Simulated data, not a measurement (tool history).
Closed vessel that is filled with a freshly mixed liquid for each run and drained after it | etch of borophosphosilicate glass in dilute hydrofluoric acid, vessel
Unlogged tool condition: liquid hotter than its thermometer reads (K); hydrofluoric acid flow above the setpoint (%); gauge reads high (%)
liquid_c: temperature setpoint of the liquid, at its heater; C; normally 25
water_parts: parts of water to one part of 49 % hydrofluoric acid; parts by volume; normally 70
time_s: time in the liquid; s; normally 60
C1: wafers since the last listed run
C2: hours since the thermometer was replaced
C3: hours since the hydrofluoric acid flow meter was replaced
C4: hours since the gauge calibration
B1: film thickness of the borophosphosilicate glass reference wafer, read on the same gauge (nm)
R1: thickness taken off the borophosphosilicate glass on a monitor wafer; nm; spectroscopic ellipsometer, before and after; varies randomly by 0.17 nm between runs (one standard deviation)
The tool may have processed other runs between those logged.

Run 1, hour 0: usual settings but liquid_c 29 C, water_parts 80 parts by volume; C1 0; C2 957.1; C3 615.4; C4 173.8; B1 140.01. Result: R1 40.95 nm.
Run 2, hour 61.4: usual settings but liquid_c 29 C, water_parts 80 parts by volume; C1 8396; C2 1018.5; C3 676.8; C4 235.2; B1 139.99. Result: R1 41 nm.
Run 3, hour 93.8: usual settings but liquid_c 29 C, water_parts 80 parts by volume; C1 4430; C2 1050.9; C3 709.2; C4 267.6; B1 140. Result: R1 41.05 nm.
Run 4, hour 150.5: usual settings but liquid_c 28.5 C, water_parts 60 parts by volume; C1 7753; C2 1107.6; C3 765.9; C4 324.3; B1 140.01. Result: R1 55.37 nm.
Run 5, hour 179.3: usual settings but liquid_c 28.5 C, water_parts 60 parts by volume; C1 3938; C2 1136.4; C3 794.7; C4 353.1; B1 140. Result: R1 55.32 nm.
Run 6, hour 244.8: usual settings but liquid_c 28.5 C, water_parts 60 parts by volume; C1 8957; C2 1201.9; C3 860.2; C4 418.6; B1 139.98. Result: R1 55.38 nm.
Run 7, hour 286.7: usual settings; C1 5729; C2 1243.8; C3 902.1; C4 460.5; B1 139.99. Result: R1 41.16 nm.
At hour 320.7: hydrofluoric acid flow meter replaced.
Run 8, hour 417: usual settings; C1 17681; C2 1374.1; C3 96.3; C4 590.8; B1 140. Result: R1 41.43 nm.
Run 9, hour 461: usual settings; C1 6016; C2 1418.1; C3 140.3; C4 634.8; B1 139.99. Result: R1 41.44 nm.
Run 10, hour 516: usual settings but water_parts 45 parts by volume, time_s 35 s; C1 7521; C2 1473.1; C3 195.3; C4 689.8; B1 140.01. Result: R1 39.12 nm.
At hour 560.2: gauge calibrated.
Run 11, hour 563.9: usual settings but liquid_c 26.5 C; C1 6550; C2 1521; C3 243.2; C4 3.7; B1 140.02. Result: R1 44.25 nm.
At hour 594.5: thermometer replaced.
Run 12, hour 627.7: usual settings but water_parts 55 parts by volume, time_s 30 s; C1 8587; C2 33.2; C3 307; C4 67.5; B1 139.99. Result: R1 25.33 nm.
Run 13, hour 692.4: usual settings but water_parts 80 parts by volume; C1 8847; C2 97.9; C3 371.7; C4 132.2; B1 139.99. Result: R1 33.82 nm.
Run 14, hour 725.6: usual settings; C1 4540; C2 131.1; C3 404.9; C4 165.4; B1 139.98. Result: R1 39.39 nm.
Run 15, hour 766.4: usual settings but time_s 30 s; C1 5579; C2 171.9; C3 445.7; C4 206.2; B1 140. Result: R1 19.56 nm.
Run 16, hour 838.4: usual settings; C1 9845; C2 243.9; C3 517.7; C4 278.2; B1 140.01. Result: R1 39.13 nm.
Run 17, hour 905.5: usual settings but water_parts 95 parts by volume; C1 9175; C2 311; C3 584.8; C4 345.3; B1 140.02. Result: R1 28.06 nm.
Run 18, hour 976.3: usual settings but water_parts 95 parts by volume; C1 9681; C2 381.8; C3 655.6; C4 416.1; B1 140.01. Result: R1 28.1 nm.

4 ways to go on from here, each from the tool as it stands after run 18. What would each give?
Run A, hour 977: usual settings but time_s 85 s; C1 95; C2 382.5; C3 656.3; C4 416.8; B1 ?. Result: R1 ?.
Run B, hour 977: usual settings but liquid_c 23 C, water_parts 50 parts by volume, time_s 35 s; C1 95; C2 382.5; C3 656.3; C4 416.8; B1 ?. Result: R1 ?.
Run C, hour 977: usual settings but liquid_c 21 C, water_parts 40 parts by volume, time_s 35 s; C1 95; C2 382.5; C3 656.3; C4 416.8; B1 ?. Result: R1 ?.
Run D, hour 977: usual settings but liquid_c 23 C, time_s 80 s; C1 95; C2 382.5; C3 656.3; C4 416.8; B1 ?. Result: R1 ?.

run      B1     R1
  A  140.01  55.87
  B  140.01  30.49
  C  140.01  35.51
  D  140.01  48.51
Without the tool's unlogged condition, the same runs would have read:
run     R1
  A  54.79
  B  29.88
  C  34.78
  D  47.55
